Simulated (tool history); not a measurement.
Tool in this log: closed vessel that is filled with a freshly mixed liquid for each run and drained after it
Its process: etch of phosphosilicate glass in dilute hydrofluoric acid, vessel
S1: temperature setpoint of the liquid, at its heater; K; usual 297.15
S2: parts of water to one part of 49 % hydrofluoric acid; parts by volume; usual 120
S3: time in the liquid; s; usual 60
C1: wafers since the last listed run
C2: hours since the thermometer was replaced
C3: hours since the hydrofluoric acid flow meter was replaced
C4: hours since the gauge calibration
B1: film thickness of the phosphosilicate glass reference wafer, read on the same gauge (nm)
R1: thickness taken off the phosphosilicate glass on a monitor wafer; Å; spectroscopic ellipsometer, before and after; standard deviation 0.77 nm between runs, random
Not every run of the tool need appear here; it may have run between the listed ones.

run,hour,S1,S2,S3,C1,C2,C3,C4,B1,R1
1,0.0,296.15,155,60,0,822.3,450.8,822.3,124.03,633.7
2,24.2,296.15,155,60,3277,846.5,475.0,846.5,124.21,639.9
# hour 33.1: thermometer replaced
3,47.9,297.15,95,70,3074,14.8,498.7,870.2,124.37,1350.2
4,79.6,297.15,95,70,4292,46.5,530.4,901.9,124.59,1345.6
5,93.4,297.15,95,70,1868,60.3,544.2,915.7,124.68,1374.7
6,110.6,297.15,120,60,2329,77.5,561.4,932.9,124.79,890.6
7,133.7,297.15,120,60,3128,100.6,584.5,956.0,124.98,897.5
8,150.6,297.15,120,60,2288,117.5,601.4,972.9,125.10,889.6
9,168.1,297.15,120,60,2369,135.0,618.9,990.4,125.22,903.9
10,195.9,297.15,120,60,3764,162.8,646.7,1018.2,125.45,903.6
11,225.3,293.15,120,85,3981,192.2,676.1,1047.6,125.69,1093.6
12,255.6,299.65,120,60,4103,222.5,706.4,1077.9,125.95,995.5
13,277.4,299.65,120,60,2952,244.3,728.2,1099.7,126.14,995.9
14,293.3,299.65,170,60,2153,260.2,744.1,1115.6,126.27,666.1
15,323.6,297.15,80,40,4103,290.5,774.4,1145.9,126.54,950.3
16,341.8,298.65,120,75,2464,308.7,792.6,1164.1,126.71,1214.5
17,357.0,298.65,145,85,2058,323.9,807.8,1179.3,126.82,1095.9
# hour 374.9: gauge calibrated
18,386.1,297.15,120,85,3940,353.0,836.9,11.2,119.94,1219.6
# hour 404.8: hydrofluoric acid flow meter replaced
19,414.9,297.15,145,45,3764,381.8,10.1,40.0,119.96,519.3
20,433.3,297.15,120,60,2491,400.2,28.5,58.4,119.97,869.0
21,452.3,297.15,85,60,2573,419.2,47.5,77.4,119.96,1276.3
22,465.0,298.65,150,60,1719,431.9,60.2,90.1,119.99,703.9
23,534.0,297.15,165,60,9344,500.9,129.2,159.1,120.07,596.5
24,561.9,297.15,120,60,3778,528.8,157.1,187.0,120.09,854.9
25,574.1,297.15,120,45,1652,541.0,169.3,199.2,120.12,636.0
26,609.8,292.15,165,80,4834,576.7,205.0,234.9,120.17,653.6
27,645.6,299.15,120,70,4848,612.5,240.8,270.7,120.25,1072.5
28,675.4,297.15,85,60,4035,642.3,270.6,300.5,120.31,1277.9
29,692.3,297.15,120,50,2288,659.2,287.5,317.4,120.36,719.8
30,709.0,300.15,145,90,2261,675.9,304.2,334.1,120.38,1150.0
31,732.1,297.15,170,60,3128,699.0,327.3,357.2,120.46,576.4
32,755.1,292.15,120,85,3114,722.0,350.3,380.2,120.52,999.1

Each row is a separate what-if for the run after 32, all from the same tool condition, not one after another. Results?
A,755.8,300.15,120,60,94,722.7,351.0,380.9,?,?
B,755.8,297.15,150,60,94,722.7,351.0,380.9,?,?
C,755.8,293.15,150,85,94,722.7,351.0,380.9,?,?
D,755.8,294.15,140,60,94,722.7,351.0,380.9,?,?

run,B1,R1
A,120.51,960.8
B,120.51,661.3
C,120.51,801.5
D,120.51,637.4
Without the tool's hidden state the same runs would have given:
run,R1
A,956.7
B,658.4
C,798.0
D,634.7

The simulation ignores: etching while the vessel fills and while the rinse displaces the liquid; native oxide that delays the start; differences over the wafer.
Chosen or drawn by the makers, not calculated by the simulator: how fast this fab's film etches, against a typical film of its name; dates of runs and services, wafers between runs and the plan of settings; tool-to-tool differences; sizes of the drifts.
